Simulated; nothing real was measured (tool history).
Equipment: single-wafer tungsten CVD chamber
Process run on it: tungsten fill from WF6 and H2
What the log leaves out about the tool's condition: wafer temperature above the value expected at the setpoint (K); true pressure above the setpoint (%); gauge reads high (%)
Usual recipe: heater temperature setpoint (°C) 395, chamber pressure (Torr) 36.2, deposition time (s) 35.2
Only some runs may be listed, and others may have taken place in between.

run   hour  heater temperature setpoint (°C)  chamber pressure (Torr)  deposition time (s)  wafers since the last listed run  hours since the last thermocouple change  hours since the last manometer calibration  hours since the showerhead was replaced  hours since the gauge calibration  read-back reference wafer on the same gauge, thickness_nm  mean film thickness on the monitor wafer (Å)
  1    0.0                               395                     36.2                 35.2                                 0                                    1715.0                                       656.9                                   6403.5                              252.0                                                     89.016                                       1107.56
  2   17.5                               395                     36.2                 35.2                               411                                    1732.5                                       674.4                                   6421.0                              269.5                                                     89.014                                       1100.66
  3   42.8                               395                     36.2                 35.2                               595                                    1757.8                                       699.7                                   6446.3                              294.8                                                     88.983                                       1106.74
  4   66.1                               395                     36.2                 35.2                               548                                    1781.1                                       723.0                                   6469.6                              318.1                                                     89.009                                       1114.54
  5   82.8                               395                     36.2                 35.2                               393                                    1797.8                                       739.7                                   6486.3                              334.8                                                     88.953                                       1119.42
  6  103.8                               395                     36.2                 35.2                               494                                    1818.8                                       760.7                                   6507.3                              355.8                                                     88.879                                       1125.52
  7  129.3                               395                     36.2                 29.7                               600                                    1844.3                                       786.2                                   6532.8                              381.3                                                     89.033                                        941.90
  8  159.2                               395                     36.2                 29.7                               703                                    1874.2                                       816.1                                   6562.7                              411.2                                                     88.933                                        945.90
  9  192.5                               395                     36.2                 29.7                               783                                    1907.5                                       849.4                                   6596.0                              444.5                                                     89.108                                        940.97
 10  218.9                               395                     36.2                 35.2                               621                                    1933.9                                       875.8                                   6622.4                              470.9                                                     89.031                                       1116.21
 11  235.1                               395                     36.2                 35.2                               381                                    1950.1                                       892.0                                   6638.6                              487.1                                                     89.006                                       1130.26
 12  256.4                               404                     36.2                 31.6                               501                                    1971.4                                       913.3                                   6659.9                              508.4                                                     89.010                                       1175.10
     293.5  -- capacitance manometer re-zeroed and calibrated
 13  294.0                               404                     36.2                 31.6                               696                                    2009.0                                         0.5                                   6697.5                              546.0                                                     88.946                                       1205.13
 14  307.9                               404                     36.2                 31.6                               327                                    2022.9                                        14.4                                   6711.4                              559.9                                                     88.948                                       1218.97
 15  320.9                               395                     36.2                 32.8                               305                                    2035.9                                        27.4                                   6724.4                              572.9                                                     88.980                                       1069.06
 16  351.3                               408                     36.2                 38.9                               715                                    2066.3                                        57.8                                   6754.8                              603.3                                                     89.041                                       1582.56
 17  405.0                               395                     36.2                 35.2                              1263                                    2120.0                                       111.5                                   6808.5                              657.0                                                     89.058                                       1144.51
     426.7  -- capacitance manometer re-zeroed and calibrated, repeated, since the last time left the tool worse
     435.6  -- thermocouple changed; heater temperature recalibrated
 18  437.4                               388                     45.0                 35.2                               385                                       1.8                                        10.7                                   6840.9                              689.4                                                     89.044                                       1102.88
 19  451.4                               395                     36.2                 35.2                               329                                      15.8                                        24.7                                   6854.9                              703.4                                                     89.076                                       1098.70
 20  481.8                               395                     28.9                 35.2                               715                                      46.2                                        55.1                                   6885.3                              733.8                                                     88.923                                        920.50

Expected results for the next run?
 21  498.1                               395                     36.2                 35.2                               383                                      62.5                                        71.4                                   6901.6                              750.1                                                          ?                                             ?

read-back reference wafer on the same gauge, thickness_nm: 89.072
mean film thickness on the monitor wafer (Å): 1105.70
Were there no unlogged condition in the tool, this run, its random variation unchanged, would have produced mean film thickness on the monitor wafer (Å) 1101.47.
